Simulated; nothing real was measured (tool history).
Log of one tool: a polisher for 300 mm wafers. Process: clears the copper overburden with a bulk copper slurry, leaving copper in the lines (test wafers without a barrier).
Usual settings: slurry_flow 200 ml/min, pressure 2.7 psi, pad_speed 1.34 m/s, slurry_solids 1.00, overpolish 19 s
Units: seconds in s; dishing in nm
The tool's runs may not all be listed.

| run | hour | slurry_flow | pressure | pad_speed | slurry_solids | overpolish | wafers since the last listed run | wafers polished on this pad | hours since the slurry nozzle was cleaned | hours since the head pressure was calibrated | hours since the slurry blender was calibrated | incoming thickness of the incoming film, nm | seconds | dishing |
|---|---|---|---|---|---|---|---|---|---|---|---|---|---|---|
| 1 | 0.0 | 200 | 2.7 | 1.34 | 1.15 | 19 | 0 | 4354 | 217.5 | 1150.7 | 219.2 | 782.7 | 52.2 | 105.5 |
| 2 | 52.6 | 200 | 2.7 | 1.34 | 1.15 | 19 | 481 | 4836 | 270.1 | 1203.3 | 271.8 | 767.9 | 53.2 | 101.6 |
|  | 59.9 | worn pad replaced by a new one |
| 3 | 128.0 | 200 | 2.5 | 1.34 | 1.00 | 19 | 653 | 623 | 345.5 | 1278.7 | 347.2 | 779.1 | 60.8 | 94.7 |
|  | 136.2 | head pressure recalibrated |
| 4 | 220.5 | 200 | 2.5 | 1.34 | 1.00 | 19 | 828 | 1451 | 438.0 | 84.3 | 439.7 | 774.2 | 67.1 | 92.6 |
|  | 266.6 | slurry blender recalibrated |
| 5 | 269.7 | 200 | 2.5 | 1.34 | 1.00 | 19 | 432 | 1884 | 487.2 | 133.5 | 3.1 | 774.6 | 67.0 | 93.5 |
| 6 | 333.6 | 200 | 3.3 | 1.34 | 1.00 | 19 | 585 | 2469 | 551.1 | 197.4 | 67.0 | 768.4 | 50.3 | 107.9 |
|  | 356.0 | slurry nozzle cleaned |
| 7 | 434.9 | 240 | 2.7 | 1.34 | 1.00 | 19 | 918 | 3387 | 78.9 | 298.7 | 168.3 | 763.1 | 52.9 | 101.3 |
|  | 508.0 | worn pad replaced by a new one |
| 8 | 542.9 | 240 | 2.7 | 1.34 | 1.00 | 19 | 952 | 319 | 186.9 | 406.7 | 276.3 | 770.4 | 53.2 | 101.2 |
| 9 | 628.7 | 240 | 2.7 | 1.34 | 1.00 | 19 | 785 | 1105 | 272.7 | 492.5 | 362.1 | 775.8 | 53.2 | 101.5 |
| 10 | 664.8 | 200 | 2.7 | 1.34 | 1.00 | 19 | 330 | 1435 | 308.8 | 528.6 | 398.2 | 769.9 | 55.3 | 100.2 |
|  | 707.8 | slurry blender recalibrated |
| 11 | 767.2 | 200 | 2.7 | 1.34 | 1.00 | 19 | 919 | 2354 | 411.2 | 631.0 | 59.4 | 767.9 | 56.8 | 97.5 |
| 12 | 875.2 | 200 | 2.7 | 1.34 | 1.00 | 19 | 988 | 3343 | 519.2 | 739.0 | 167.4 | 773.6 | 58.6 | 100.3 |
|  | 887.6 | slurry nozzle cleaned |
| 13 | 920.4 | 200 | 3.4 | 1.34 | 0.90 | 19 | 404 | 3748 | 32.8 | 784.2 | 212.6 | 773.6 | 41.3 | 114.6 |
|  | 999.7 | worn pad replaced by a new one |
| 14 | 1020.0 | 200 | 2.7 | 1.34 | 1.00 | 19 | 875 | 186 | 132.4 | 883.8 | 312.2 | 761.5 | 53.0 | 101.1 |
| 15 | 1067.1 | 200 | 3.1 | 1.34 | 0.75 | 19 | 431 | 617 | 179.5 | 930.9 | 359.3 | 773.9 | 50.6 | 109.3 |
| 16 | 1117.3 | 200 | 2.7 | 1.34 | 1.00 | 19 | 459 | 1077 | 229.7 | 981.1 | 409.5 | 771.3 | 53.2 | 103.0 |
| 17 | 1208.5 | 200 | 2.7 | 1.34 | 1.00 | 19 | 835 | 1912 | 320.9 | 1072.3 | 500.7 | 767.0 | 54.5 | 100.8 |
| 18 | 1258.3 | 200 | 2.1 | 1.34 | 1.00 | 23 | 455 | 2368 | 370.7 | 1122.1 | 550.5 | 777.9 | 71.2 | 93.0 |
|  | 1272.1 | slurry blender recalibrated |
| 19 | 1330.0 | 200 | 3.3 | 1.34 | 0.80 | 19 | 638 | 3006 | 442.4 | 1193.8 | 57.9 | 753.2 | 47.4 | 112.1 |
|  | 1398.1 | slurry nozzle cleaned |
| 20 | 1434.7 | 185 | 2.7 | 1.34 | 1.00 | 19 | 949 | 3955 | 36.6 | 1298.5 | 162.6 | 781.9 | 51.4 | 103.0 |
|  | 1443.5 | worn pad replaced by a new one |
| 21 | 1471.2 | 200 | 3.5 | 1.78 | 0.70 | 19 | 297 | 253 | 73.1 | 1335.0 | 199.1 | 773.7 | 31.2 | 121.5 |
|  | 1511.4 | head pressure recalibrated |
| 22 | 1573.0 | 155 | 2.7 | 1.78 | 0.70 | 19 | 913 | 1167 | 174.9 | 61.6 | 300.9 | 759.4 | 49.2 | 102.3 |
| 23 | 1614.5 | 240 | 2.4 | 1.34 | 1.20 | 23 | 379 | 1547 | 216.4 | 103.1 | 342.4 | 774.3 | 61.6 | 101.7 |
| 24 | 1687.4 | 200 | 2.7 | 1.34 | 1.00 | 19 | 667 | 2215 | 289.3 | 176.0 | 415.3 | 766.5 | 57.0 | 97.8 |
| 25 | 1737.8 | 200 | 2.7 | 1.34 | 1.00 | 19 | 461 | 2676 | 339.7 | 226.4 | 465.7 | 767.5 | 57.1 | 100.8 |
|  | 1773.9 | slurry blender recalibrated |
| 26 | 1798.2 | 200 | 3.4 | 1.34 | 1.00 | 30 | 534 | 3211 | 400.1 | 286.8 | 24.3 | 763.1 | 45.5 | 125.0 |
| 27 | 1854.7 | 200 | 2.7 | 1.34 | 1.00 | 19 | 517 | 3728 | 456.6 | 343.3 | 80.8 | 768.6 | 59.6 | 97.3 |
|  | 1907.3 | slurry nozzle cleaned |
|  | 1943.1 | worn pad replaced by a new one |
| 28 | 1953.0 | 200 | 2.5 | 0.92 | 1.00 | 22 | 854 | 90 | 45.7 | 441.6 | 179.1 | 771.4 | 84.5 | 89.6 |
| 29 | 2049.4 | 200 | 2.7 | 1.06 | 1.15 | 28 | 882 | 973 | 142.1 | 538.0 | 275.5 | 780.6 | 67.5 | 108.1 |

Hidden state at the last listed run before each entry between runs and at the first one after, where it differs:
Between runs 2 and 3: worn pad replaced by a new one (hour 59.9)
  slurry flow missing at the pad, %: 21.9 -> 27.8; deviation of the head's pressure from its setpoint, %: 9.85 -> 9.98
  measured less the result without the state, seconds: -2.9 -> -2.3 s; dishing: +3.5 -> +3.0 nm
Between runs 3 and 4: head pressure recalibrated (hour 136.2)
  slurry flow missing at the pad, %: 27.8 -> 35; deviation of the head's pressure from its setpoint, %: 9.98 -> 3.4
  measured less the result without the state, seconds: -2.3 -> +3.2 s; dishing: +3.0 -> -1.2 nm
Between runs 4 and 5: slurry blender recalibrated (hour 266.6)
  slurry flow missing at the pad, %: 35 -> 38.9; deviation of the head's pressure from its setpoint, %: 3.4 -> 4.51
  measured less the result without the state, seconds: +3.2 -> +3.5 s; dishing: -1.2 -> -1.1 nm
Between runs 6 and 7: slurry nozzle cleaned (hour 356.0)
  slurry flow missing at the pad, %: 43.9 -> 8.98; deviation of the head's pressure from its setpoint, %: 5.77 -> 7.42
  measured less the result without the state, seconds: +3.1 -> -3.2 s; dishing: -1.0 -> +3.4 nm
Between runs 7 and 8: worn pad replaced by a new one (hour 508.0)
  slurry flow missing at the pad, %: 8.98 -> 17.4; deviation of the head's pressure from its setpoint, %: 7.42 -> 8.82
  measured less the result without the state, seconds: -3.2 -> -3.2 s; dishing: +3.4 -> +3.6 nm
Between runs 10 and 11: slurry blender recalibrated (hour 707.8)
  slurry flow missing at the pad, %: 26.9 -> 34.9; deviation of the head's pressure from its setpoint, %: 10 -> 10.8
  measured less the result without the state, seconds: -2.3 -> -1.2 s; dishing: +3.2 -> +2.6 nm
Between runs 12 and 13: slurry nozzle cleaned (hour 887.6)
  slurry flow missing at the pad, %: 43.3 -> 7.69; deviation of the head's pressure from its setpoint, %: 11.5 -> 11.7
  measured less the result without the state, seconds: +0.6 -> -4.3 s; dishing: +1.7 -> +5.3 nm
Between runs 13 and 14: worn pad replaced by a new one (hour 999.7)
  slurry flow missing at the pad, %: 7.69 -> 15.5; deviation of the head's pressure from its setpoint, %: 11.7 -> 12.1
  measured less the result without the state, seconds: -4.3 -> -4.9 s; dishing: +5.3 -> +5.1 nm
Between runs 18 and 19: slurry blender recalibrated (hour 1272.1)
  slurry flow missing at the pad, %: 34.1 -> 39.6; deviation of the head's pressure from its setpoint, %: 12.8 -> 13
  measured less the result without the state, seconds: -3.1 -> -1.0 s; dishing: +3.7 -> +3.2 nm
Between runs 19 and 20: slurry nozzle cleaned (hour 1398.1)
  slurry flow missing at the pad, %: 39.6 -> 4.25; deviation of the head's pressure from its setpoint, %: 13 -> 13.2
  measured less the result without the state, seconds: -1.0 -> -6.3 s; dishing: +3.2 -> +6.3 nm
Between runs 20 and 21: worn pad replaced by a new one (hour 1443.5)
  slurry flow missing at the pad, %: 4.25 -> 7.1
  measured less the result without the state, seconds: -6.3 -> -3.7 s; dishing: +6.3 -> +5.4 nm
Between runs 21 and 22: head pressure recalibrated (hour 1511.4)
  slurry flow missing at the pad, %: 7.1 -> 15; deviation of the head's pressure from its setpoint, %: 13.2 -> 1.63
  measured less the result without the state, seconds: -3.7 -> +0.8 s; dishing: +5.4 -> -0.2 nm
Between runs 25 and 26: slurry blender recalibrated (hour 1773.9)
  slurry flow missing at the pad, %: 27.9 -> 32.6; deviation of the head's pressure from its setpoint, %: 5.06 -> 6.03
  measured less the result without the state, seconds: +0.5 -> +0.6 s; dishing: +0.6 -> +1.4 nm
Between runs 27 and 28: slurry nozzle cleaned (hour 1907.3); worn pad replaced by a new one (hour 1943.1)
  slurry flow missing at the pad, %: 37 -> 5.08; deviation of the head's pressure from its setpoint, %: 6.82 -> 7.98
  measured less the result without the state, seconds: +1.4 -> -6.0 s; dishing: +0.4 -> +3.8 nm
